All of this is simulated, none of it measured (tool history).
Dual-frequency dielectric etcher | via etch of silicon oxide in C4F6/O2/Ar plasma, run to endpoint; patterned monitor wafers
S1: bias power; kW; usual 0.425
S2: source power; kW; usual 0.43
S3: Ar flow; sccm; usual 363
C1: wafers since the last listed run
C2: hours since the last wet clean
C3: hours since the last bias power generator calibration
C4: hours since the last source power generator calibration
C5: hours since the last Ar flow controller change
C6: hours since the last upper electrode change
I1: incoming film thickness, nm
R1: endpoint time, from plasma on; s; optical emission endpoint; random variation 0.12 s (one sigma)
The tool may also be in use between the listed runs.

run     day     S1    S2   S3    C1     C2      C3      C4      C5      C6     I1    R1
  1       0  0.483  0.43  363     0   22.2    4443  1826.8  4369.8  1951.6    110  25.1
  2   2.812  0.478  0.43  363  1179   89.7  4510.5  1894.3  4437.3  2019.1  111.1  25.4
  3   4.362  0.478  0.43  363   650  126.9  4547.7  1931.5  4474.5  2056.3    111  25.7
  4   5.888  0.425  0.43  363   639  163.5  4584.3  1968.1  4511.1  2092.9  110.3  26.8
  5   8.283  0.425  0.43  363  1004    221  4641.8  2025.6  4568.6  2150.4  108.4  26.4
  6   9.471  0.425  0.43  363   498  249.5  4670.3  2054.1  4597.1  2178.9  111.1  27.3
  7   11.45  0.425  0.43  363   830    297  4717.8  2101.6  4644.6  2226.4  110.4  27.4
  8  13.392  0.425  0.48  363   814  343.6  4764.4  2148.2  4691.2    2273  110.5    26
  9  15.533  0.356  0.43  363   898    395  4815.8  2199.6  4742.6  2324.4  110.1  29.4
 10  17.288  0.356  0.43  363   735  437.1  4857.9  2241.7  4784.7  2366.5  110.4  29.6
      18.25  -- bias power generator calibrated
     18.404  -- wet clean of the chamber
 11  19.067  0.425  0.43  363   611   15.9    19.6  2284.4  4827.4  2409.2  109.7  27.6
 12  21.362  0.425  0.43  363   962     71    74.7  2339.5  4882.5  2464.3  110.4  27.9
 13  22.846    0.5  0.35  404   622  106.6   110.3  2375.1  4918.1  2499.9  110.3  28.8
 14  25.617  0.335  0.53  390  1162  173.1   176.8  2441.6  4984.6  2566.4  110.6  28.7
     27.058  -- Ar flow controller replaced
 15  27.367  0.377  0.51  329   629  215.1   218.8  2483.6     7.4  2608.4  110.7  27.2
     29.117  -- wet clean of the chamber, repeated, since the last time left the tool worse
 16  29.138  0.468  0.48  285   323    0.5   261.3  2526.1    49.9  2650.9  110.2  23.5
 17  31.221  0.425  0.43  363   873   50.5   311.3  2576.1    99.9  2700.9  111.2  27.1
     31.608  -- source power generator calibrated
     32.529  -- upper electrode replaced
 18   32.55  0.425  0.43  363   101   82.4   343.2    22.6   131.8     0.5  110.9  26.9
 19  33.488  0.492  0.53  275   393  104.9   365.7    45.1   154.3      23    110  22.2
 20  36.033  0.425  0.49  404  1067    166   426.8   106.2   215.4    84.1  111.1  25.9
 21  38.754  0.518  0.34  338  1141  231.3   492.1   171.5   280.7   149.4  110.6  27.6
 22  43.538  0.425  0.43  363  2006  346.1   606.9   286.3   395.5   264.2  110.1  27.2

Hidden state or all else? Some run-to-run changes of R1, split into what the settings, what came in and random variation would give without the hidden state, and what is left for the hidden state (with any gauge scatter that isn't in both results):
The hidden state here: etch rate over this chamber's usual, %; bias power that arrives over what is set, %; source power that arrives over what is set, %; Ar flow that arrives over what is set, %.
Run 10 -> 11: S1 0.356 -> 0.425, bias power generator calibrated, wet clean of the chamber. R1 -2 s: hidden state +0.3, all else -2.3.
Run 15 -> 16: S1 0.377 -> 0.468, S2 0.51 -> 0.48, S3 329 -> 285, wet clean of the chamber, repeated, since the last time left the tool worse. R1 -3.7 s: hidden state -1.4, all else -2.3.
Run 18 -> 19: S1 0.425 -> 0.492, S2 0.43 -> 0.53, S3 363 -> 275. R1 -4.7 s: hidden state +0, all else -4.7.
